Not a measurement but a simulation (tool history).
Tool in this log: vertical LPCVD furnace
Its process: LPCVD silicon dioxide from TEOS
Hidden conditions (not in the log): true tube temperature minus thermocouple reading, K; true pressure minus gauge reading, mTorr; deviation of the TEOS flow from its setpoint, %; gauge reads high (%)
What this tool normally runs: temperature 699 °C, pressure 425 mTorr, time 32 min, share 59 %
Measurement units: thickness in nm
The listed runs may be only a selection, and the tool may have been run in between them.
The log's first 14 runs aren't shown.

| run | hour | temperature | pressure | time | share | wafers since the last listed run | hours since the last temperature calibration | hours since the pressure gauge was zeroed | hours since the TEOS flow controller was replaced | hours since the gauge calibration | read-back reference wafer on the same gauge, thickness | thickness |
|---|---|---|---|---|---|---|---|---|---|---|---|---|
| 15 | 792 | 699 | 380 | 32 | 53 | 3396 | 4430 | 281 | 480.1 | 1822.8 | 269.95 | 237.76 |
| 16 | 823.7 | 699 | 340 | 40 | 59 | 559 | 4461.7 | 312.7 | 511.8 | 1854.5 | 270 | 296.71 |
|  | 843.8 | gauge calibrated |
| 17 | 850.7 | 699 | 425 | 32 | 59 | 476 | 4488.7 | 339.7 | 538.8 | 6.9 | 269.98 | 267.25 |
|  | 920.7 | thermocouples replaced and temperature profile calibrated |
| 18 | 921.2 | 692 | 380 | 32 | 51 | 820 | 0.5 | 410.2 | 609.3 | 77.4 | 270.13 | 188.8 |
| 19 | 966.2 | 699 | 425 | 32 | 70 | 794 | 45.5 | 455.2 | 654.3 | 122.4 | 269.93 | 277.05 |
| 20 | 1091.9 | 691 | 425 | 32 | 59 | 2218 | 171.2 | 580.9 | 780 | 248.1 | 269.92 | 212.65 |
| 21 | 1152.6 | 699 | 425 | 32 | 59 | 1071 | 231.9 | 641.6 | 840.7 | 308.8 | 270.1 | 258.02 |
| 22 | 1220.3 | 703 | 370 | 32 | 59 | 1195 | 299.6 | 709.3 | 908.4 | 376.5 | 269.97 | 264.36 |
| 23 | 1255.3 | 699 | 425 | 32 | 59 | 617 | 334.6 | 744.3 | 943.4 | 411.5 | 270.01 | 257.41 |
| 24 | 1292.1 | 706 | 425 | 38.5 | 59 | 649 | 371.4 | 781.1 | 980.2 | 448.3 | 270.11 | 367.58 |
| 25 | 1410.3 | 704 | 470 | 32 | 70 | 2086 | 489.6 | 899.3 | 1098.4 | 566.5 | 269.8 | 333.39 |
| 26 | 1457 | 699 | 425 | 32 | 59 | 824 | 536.3 | 946 | 1145.1 | 613.2 | 269.93 | 260.11 |
| 27 | 1513.2 | 699 | 330 | 25.5 | 59 | 992 | 592.5 | 1002.2 | 1201.3 | 669.4 | 269.92 | 184.43 |
| 28 | 1566.3 | 695 | 460 | 32 | 59 | 937 | 645.6 | 1055.3 | 1254.4 | 722.5 | 270.02 | 249.1 |
| 29 | 1619.3 | 699 | 425 | 32 | 59 | 935 | 698.6 | 1108.3 | 1307.4 | 775.5 | 270.01 | 262.52 |
| 30 | 1685.3 | 699 | 425 | 32 | 59 | 1165 | 764.6 | 1174.3 | 1373.4 | 841.5 | 270 | 261.77 |

Here are 5 independent what-if runs from the current tool condition. What would each one return?
| A | 1688.7 | 699 | 425 | 32 | 59 | 60 | 768 | 1177.7 | 1376.8 | 844.9 | ? | ? |
| B | 1688.7 | 699 | 365 | 32 | 59 | 60 | 768 | 1177.7 | 1376.8 | 844.9 | ? | ? |
| C | 1688.7 | 699 | 505 | 32 | 70 | 60 | 768 | 1177.7 | 1376.8 | 844.9 | ? | ? |
| D | 1688.7 | 710 | 390 | 21.5 | 65 | 60 | 768 | 1177.7 | 1376.8 | 844.9 | ? | ? |
| E | 1688.7 | 699 | 425 | 36 | 59 | 60 | 768 | 1177.7 | 1376.8 | 844.9 | ? | ? |

| run | read-back reference wafer on the same gauge, thickness | thickness |
|---|---|---|
| A | 270.13 | 260.43 |
| B | 270.13 | 241.9 |
| C | 270.13 | 308.53 |
| D | 270.13 | 226.77 |
| E | 270.13 | 292.98 |
The same runs, with their run-to-run variation unchanged, on a tool lacking any hidden condition would have given:
| run | thickness |
|---|---|
| A | 247.04 |
| B | 228.93 |
| C | 293.31 |
| D | 215.03 |
| E | 277.91 |
